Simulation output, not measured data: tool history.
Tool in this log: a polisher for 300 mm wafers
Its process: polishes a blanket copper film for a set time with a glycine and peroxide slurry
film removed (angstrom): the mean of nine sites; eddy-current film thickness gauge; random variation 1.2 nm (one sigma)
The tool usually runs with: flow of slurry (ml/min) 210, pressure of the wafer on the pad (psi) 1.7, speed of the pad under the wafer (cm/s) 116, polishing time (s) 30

run,hour,flow of slurry (ml/min),pressure of the wafer on the pad (psi),speed of the pad under the wafer (cm/s),polishing time (s),wafers since the last listed run,wafers polished on this pad,hours since the slurry nozzle was cleaned,hours since the head pressure was calibrated,"incoming thickness of the incoming film, nm",film removed (angstrom)
1,0.0,210,1.7,116,30,0,2431,116.6,96.3,1727.2,1239
2,54.9,155,1.7,116,30,455,2886,171.5,151.2,1710.0,1184
3,79.4,210,1.7,116,30,203,3089,196.0,175.7,1749.9,1233
# hour 115.9: worn pad replaced by a new one
4,116.4,210,1.7,116,30,273,4,233.0,212.7,1735.3,1215
5,138.2,210,1.7,116,30,180,184,254.8,234.5,1755.4,1224
6,209.2,210,1.7,116,30,588,773,325.8,305.5,1724.0,1208
7,240.8,210,1.7,116,30,261,1035,357.4,337.1,1718.9,1226
8,287.7,210,1.7,116,30,388,1424,404.3,384.0,1717.8,1218
9,316.6,210,1.7,116,30,239,1663,433.2,412.9,1743.1,1212
10,356.1,210,1.6,116,30,327,1991,472.7,452.4,1725.2,1127
11,409.9,210,1.7,116,30,446,2437,526.5,506.2,1711.5,1208
# hour 430.4: worn pad replaced by a new one
12,458.5,210,1.7,130,30,369,232,575.1,554.8,1763.5,1261
# hour 490.6: slurry nozzle cleaned
13,507.8,210,1.7,130,30,400,633,17.2,604.1,1725.8,1350
# hour 511.2: head pressure recalibrated
14,550.7,210,1.9,116,24,339,972,60.1,39.5,1735.1,1088
15,592.3,210,1.9,116,24,344,1317,101.7,81.1,1709.7,1066
16,617.1,160,1.7,116,30,205,1522,126.5,105.9,1734.1,1184
17,660.3,210,1.7,116,23,358,1880,169.7,149.1,1764.3,956
18,726.5,210,1.4,104,38,548,2429,235.9,215.3,1742.6,1298
19,760.1,190,1.5,116,33,278,2708,269.5,248.9,1728.4,1239
20,795.8,185,1.9,78,26,295,3004,305.2,284.6,1754.1,834
# hour 809.3: worn pad replaced by a new one, of another model than before
21,855.5,210,1.7,116,30,461,382,364.9,344.3,1759.0,1186
22,893.1,245,2.2,116,30,311,694,402.5,381.9,1736.6,1338
23,964.0,255,2.1,116,30,587,1282,473.4,452.8,1719.8,1296
# hour 1024.8: slurry nozzle cleaned
24,1035.6,155,1.7,144,26,585,1867,10.8,524.4,1731.9,1237
25,1102.2,210,1.7,116,39,552,2419,77.4,591.0,1723.3,1624
26,1128.9,155,1.7,86,30,221,2641,104.1,617.7,1740.8,854
# hour 1148.0: head pressure recalibrated
# hour 1148.3: worn pad replaced by a new one
27,1158.0,210,1.5,130,23,222,80,133.2,10.0,1736.0,999
28,1219.9,250,1.3,116,25,513,593,195.1,71.9,1726.7,978
29,1262.1,210,1.7,104,34,349,943,237.3,114.1,1719.8,1237
30,1288.1,210,1.7,130,30,215,1159,263.3,140.1,1729.0,1358
31,1316.9,235,1.2,136,22,238,1397,292.1,168.9,1739.5,957
32,1376.4,140,1.7,116,30,493,1891,351.6,228.4,1726.7,1066
33,1414.0,210,1.2,92,39,311,2203,389.2,266.0,1705.8,1119
34,1452.3,210,1.7,116,30,317,2520,427.5,304.3,1714.9,1161
# hour 1474.1: worn pad replaced by a new one
35,1521.2,285,1.5,88,25,538,390,496.4,373.2,1726.1,761
36,1566.8,210,1.7,116,22,378,768,542.0,418.8,1696.8,793
37,1637.3,210,1.7,116,30,584,1353,612.5,489.3,1724.7,1005
# hour 1648.9: slurry nozzle cleaned
38,1691.8,270,1.7,116,30,443,1796,42.9,543.8,1709.0,1282

How the hidden state differs across the entries between the runs, from the last listed run before each to the first after it:
Runs 3 to 4: worn pad replaced by a new one (hour 115.9)
  slurry flow missing at the pad, %: 6.35 -> 8.32
  measured minus no-state result, film removed (angstrom): -9 -> -12
Runs 11 to 12: worn pad replaced by a new one (hour 430.4)
  slurry flow missing at the pad, %: 35.9 -> 42.5
  measured minus no-state result, film removed (angstrom): -69 -> -93
Runs 12 to 13: slurry nozzle cleaned (hour 490.6)
  slurry flow missing at the pad, %: 42.5 -> 0.436
  measured minus no-state result, film removed (angstrom): -93 -> +0
Runs 13 to 14: head pressure recalibrated (hour 511.2)
  slurry flow missing at the pad, %: 0.436 -> 0.846
  measured minus no-state result, film removed (angstrom): +0 -> -1
Runs 20 to 21: worn pad replaced by a new one, of another model than before (hour 809.3)
  slurry flow missing at the pad, %: 11.9 -> 16.9
  measured minus no-state result, film removed (angstrom): -13 -> -45
Runs 23 to 24: slurry nozzle cleaned (hour 1024.8)
  slurry flow missing at the pad, %: 28.1 -> 2.11
  measured minus no-state result, film removed (angstrom): -82 -> -7
Runs 26 to 27: head pressure recalibrated (hour 1148.0); worn pad replaced by a new one (hour 1148.3)
  slurry flow missing at the pad, %: 3.44 -> 4.29
  measured minus no-state result, film removed (angstrom): -8 -> -8
Runs 34 to 35: worn pad replaced by a new one (hour 1474.1)
  slurry flow missing at the pad, %: 24.7 -> 32.6
  measured minus no-state result, film removed (angstrom): -75 -> -53
Runs 37 to 38: slurry nozzle cleaned (hour 1648.9)
  slurry flow missing at the pad, %: 48.5 -> 6.23
  measured minus no-state result, film removed (angstrom): -262 -> -11
